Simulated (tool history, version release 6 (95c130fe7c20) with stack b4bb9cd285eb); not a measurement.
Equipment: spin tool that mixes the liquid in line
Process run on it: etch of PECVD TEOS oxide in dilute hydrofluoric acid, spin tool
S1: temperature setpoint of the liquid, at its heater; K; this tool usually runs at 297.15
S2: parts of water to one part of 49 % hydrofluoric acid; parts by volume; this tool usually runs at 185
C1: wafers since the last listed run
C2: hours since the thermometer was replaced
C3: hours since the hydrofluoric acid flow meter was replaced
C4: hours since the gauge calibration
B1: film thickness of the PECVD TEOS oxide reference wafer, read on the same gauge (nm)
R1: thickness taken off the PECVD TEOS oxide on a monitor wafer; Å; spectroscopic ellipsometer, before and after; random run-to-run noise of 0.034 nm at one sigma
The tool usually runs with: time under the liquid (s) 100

Run 1, day 0.000: usual settings but S2 125 parts by volume; C1 0; C2 970.8; C3 194.2; C4 176.9; B1 149.73. Result: R1 106.8 Å.
Run 2, day 0.979: usual settings but S2 125 parts by volume; C1 198; C2 994.3; C3 217.7; C4 200.4; B1 149.54. Result: R1 106.9 Å.
Run 3, day 1.862: usual settings but S2 125 parts by volume; C1 178; C2 1015.5; C3 238.9; C4 221.6; B1 149.44. Result: R1 106.7 Å.
Run 4, day 2.662: usual settings; C1 161; C2 1034.7; C3 258.1; C4 240.8; B1 149.35. Result: R1 67.6 Å.
Run 5, day 3.317: usual settings; C1 132; C2 1050.4; C3 273.8; C4 256.5; B1 149.24. Result: R1 67.4 Å.
Run 6, day 4.562: usual settings; C1 252; C2 1080.3; C3 303.7; C4 286.4; B1 149.07. Result: R1 67.1 Å.
Run 7, day 5.988: usual settings; C1 288; C2 1114.5; C3 337.9; C4 320.6; B1 148.74. Result: R1 66.7 Å.
Run 8, day 7.296: usual settings; C1 264; C2 1145.9; C3 369.3; C4 352.0; B1 148.44. Result: R1 66.9 Å.
Run 9, day 8.538: usual settings; C1 251; C2 1175.7; C3 399.1; C4 381.8; B1 148.17. Result: R1 66.8 Å.
At day 8.750: thermometer replaced.
Run 10, day 10.033: usual settings; C1 294; C2 30.8; C3 435.0; C4 417.7; B1 147.73. Result: R1 66.2 Å.
Run 11, day 10.562: usual settings; C1 107; C2 43.5; C3 447.7; C4 430.4; B1 147.64. Result: R1 67.0 Å.
At day 11.046: hydrofluoric acid flow meter replaced.
Run 12, day 11.117: usual settings but S1 292.15 K, time under the liquid (s) 130; C1 103; C2 56.8; C3 1.7; C4 443.7; B1 147.42. Result: R1 71.9 Å.
Run 13, day 12.062: usual settings but S1 299.15 K, S2 230 parts by volume, time under the liquid (s) 70; C1 191; C2 79.5; C3 24.4; C4 466.4; B1 147.20. Result: R1 38.0 Å.
At day 12.558: gauge calibrated.
Run 14, day 13.254: usual settings but S1 292.15 K, time under the liquid (s) 130; C1 241; C2 108.1; C3 53.0; C4 16.7; B1 150.29. Result: R1 72.7 Å.
Run 15, day 13.779: usual settings but S1 295.15 K, S2 135 parts by volume, time under the liquid (s) 55; C1 106; C2 120.7; C3 65.6; C4 29.3; B1 150.26. Result: R1 50.1 Å.
Run 16, day 15.183: usual settings but S1 294.15 K, S2 265 parts by volume; C1 284; C2 154.4; C3 99.3; C4 63.0; B1 150.27. Result: R1 39.2 Å.
Run 17, day 16.117: usual settings; C1 188; C2 176.8; C3 121.7; C4 85.4; B1 150.23. Result: R1 67.9 Å.
Run 18, day 16.958: usual settings; C1 170; C2 197.0; C3 141.9; C4 105.6; B1 150.21. Result: R1 67.6 Å.
Run 19, day 17.804: usual settings but S1 292.65 K, time under the liquid (s) 85; C1 171; C2 217.3; C3 162.2; C4 125.9; B1 150.16. Result: R1 49.0 Å.
Run 20, day 19.008: usual settings but S1 295.15 K, S2 135 parts by volume, time under the liquid (s) 60; C1 243; C2 246.2; C3 191.1; C4 154.8; B1 149.98. Result: R1 54.4 Å.
Run 21, day 20.442: usual settings but S1 301.15 K, S2 240 parts by volume, time under the liquid (s) 140; C1 290; C2 280.6; C3 225.5; C4 189.2; B1 149.81. Result: R1 79.2 Å.
Run 22, day 21.904: usual settings but S2 140 parts by volume; C1 295; C2 315.7; C3 260.6; C4 224.3; B1 149.61. Result: R1 93.9 Å.

Here are 5 independent what-if runs from the current tool condition. What would each one return?
Run A, day 21.921: usual settings; C1 3; C2 316.1; C3 261.0; C4 224.7; B1 ?. Result: R1 ?.
Run B, day 21.921: usual settings but S2 150 parts by volume, time under the liquid (s) 65; C1 3; C2 316.1; C3 261.0; C4 224.7; B1 ?. Result: R1 ?.
Run C, day 21.921: usual settings but time under the liquid (s) 50; C1 3; C2 316.1; C3 261.0; C4 224.7; B1 ?. Result: R1 ?.
Run D, day 21.921: usual settings but S2 230 parts by volume; C1 3; C2 316.1; C3 261.0; C4 224.7; B1 ?. Result: R1 ?.
Run E, day 21.921: usual settings but time under the liquid (s) 130; C1 3; C2 316.1; C3 261.0; C4 224.7; B1 ?. Result: R1 ?.

run      B1    R1
  A  149.71  67.6
  B  149.71  56.4
  C  149.71  33.8
  D  149.71  51.8
  E  149.71  87.9
Stripped of hidden state, with their random variation kept, the same runs would have yielded:
run    R1
  A  67.8
  B  56.5
  C  33.9
  D  52.0
  E  88.1

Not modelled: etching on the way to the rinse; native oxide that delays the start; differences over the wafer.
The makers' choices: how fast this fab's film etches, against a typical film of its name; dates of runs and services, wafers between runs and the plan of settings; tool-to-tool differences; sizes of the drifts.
